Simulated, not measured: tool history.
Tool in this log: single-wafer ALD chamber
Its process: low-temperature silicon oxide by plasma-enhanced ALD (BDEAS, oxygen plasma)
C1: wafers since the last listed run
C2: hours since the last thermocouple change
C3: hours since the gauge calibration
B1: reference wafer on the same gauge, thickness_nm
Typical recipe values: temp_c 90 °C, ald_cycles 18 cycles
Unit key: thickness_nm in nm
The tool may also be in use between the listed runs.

Run 1, day 0: usual settings but temp_c 98 °C, ald_cycles 20 cycles; C1 0; C2 1371.3; C3 1075.9; B1 2.681. Result: thickness_nm 3.076 nm.
Run 2, day 7.162: usual settings; C1 2591; C2 1543.2; C3 1247.8; B1 2.679. Result: thickness_nm 2.853 nm.
Run 3, day 17.067: usual settings; C1 3583; C2 1780.9; C3 1485.5; B1 2.68. Result: thickness_nm 2.869 nm.
Run 4, day 18.942: usual settings but ald_cycles 20 cycles; C1 678; C2 1825.9; C3 1530.5; B1 2.68. Result: thickness_nm 3.186 nm.
Run 5, day 21.996: usual settings but temp_c 82 °C; C1 1104; C2 1899.2; C3 1603.8; B1 2.681. Result: thickness_nm 2.949 nm.
Run 6, day 24.383: usual settings but temp_c 83 °C; C1 863; C2 1956.5; C3 1661.1; B1 2.681. Result: thickness_nm 2.941 nm.
Run 7, day 26.954: usual settings; C1 930; C2 2018.2; C3 1722.8; B1 2.681. Result: thickness_nm 2.867 nm.
Run 8, day 39.417: usual settings; C1 4508; C2 2317.3; C3 2021.9; B1 2.679. Result: thickness_nm 2.864 nm.
Run 9, day 42.617: usual settings; C1 1157; C2 2394.1; C3 2098.7; B1 2.68. Result: thickness_nm 2.858 nm.
Run 10, day 46.017: usual settings but temp_c 85 °C; C1 1230; C2 2475.7; C3 2180.3; B1 2.679. Result: thickness_nm 2.918 nm.
Run 11, day 49.917: usual settings but temp_c 85 °C; C1 1410; C2 2569.3; C3 2273.9; B1 2.68. Result: thickness_nm 2.917 nm.
Run 12, day 52.167: usual settings but temp_c 85 °C; C1 813; C2 2623.3; C3 2327.9; B1 2.68. Result: thickness_nm 2.918 nm.
Run 13, day 55.6: usual settings but temp_c 100 °C, ald_cycles 15 cycles; C1 1242; C2 2705.7; C3 2410.3; B1 2.679. Result: thickness_nm 2.301 nm.
Run 14, day 59.804: usual settings but temp_c 100 °C, ald_cycles 15 cycles; C1 1520; C2 2806.6; C3 2511.2; B1 2.681. Result: thickness_nm 2.308 nm.
Run 15, day 62.092: usual settings; C1 827; C2 2861.5; C3 2566.1; B1 2.679. Result: thickness_nm 2.871 nm.
At day 64.638: thermocouple changed; heater temperature recalibrated.
Run 16, day 64.912: usual settings; C1 899; C2 6.6; C3 2633.8; B1 2.68. Result: thickness_nm 2.861 nm.
Run 17, day 66.908: usual settings; C1 722; C2 54.5; C3 2681.7; B1 2.679. Result: thickness_nm 2.864 nm.
Run 18, day 69.367: usual settings but temp_c 85 °C, ald_cycles 20 cycles; C1 889; C2 113.5; C3 2740.7; B1 2.68. Result: thickness_nm 3.247 nm.
Run 19, day 72.721: usual settings; C1 1213; C2 194; C3 2821.2; B1 2.68. Result: thickness_nm 2.855 nm.
Run 20, day 76.758: usual settings but temp_c 100 °C, ald_cycles 15 cycles; C1 1460; C2 290.9; C3 2918.1; B1 2.681. Result: thickness_nm 2.291 nm.
Run 21, day 81.175: usual settings but temp_c 99 °C, ald_cycles 15 cycles; C1 1597; C2 396.9; C3 3024.1; B1 2.68. Result: thickness_nm 2.302 nm.
Run 22, day 83.408: usual settings but temp_c 75 °C; C1 807; C2 450.5; C3 3077.7; B1 2.679. Result: thickness_nm 3.034 nm.
Run 23, day 85.217: usual settings; C1 654; C2 493.9; C3 3121.1; B1 2.679. Result: thickness_nm 2.864 nm.
Run 24, day 87.188: usual settings; C1 712; C2 541.2; C3 3168.4; B1 2.681. Result: thickness_nm 2.856 nm.
Run 25, day 89.867: usual settings; C1 969; C2 605.5; C3 3232.7; B1 2.68. Result: thickness_nm 2.854 nm.
At day 92.325: gauge calibrated.
Run 26, day 92.379: usual settings; C1 908; C2 665.8; C3 1.3; B1 2.68. Result: thickness_nm 2.86 nm.
Run 27, day 94.946: usual settings but temp_c 75 °C, ald_cycles 15 cycles; C1 928; C2 727.4; C3 62.9; B1 2.68. Result: thickness_nm 2.535 nm.

What does the tool deliver on the next run?
Run 28, day 99.35: usual settings but ald_cycles 19 cycles; C1 1593; C2 833.1; C3 168.6; B1 ?. Result: thickness_nm ?.

Run 28 produced B1 2.68, thickness_nm 3.03 nm.
With no hidden state in the tool, this same run would have given thickness_nm 3.03 nm.
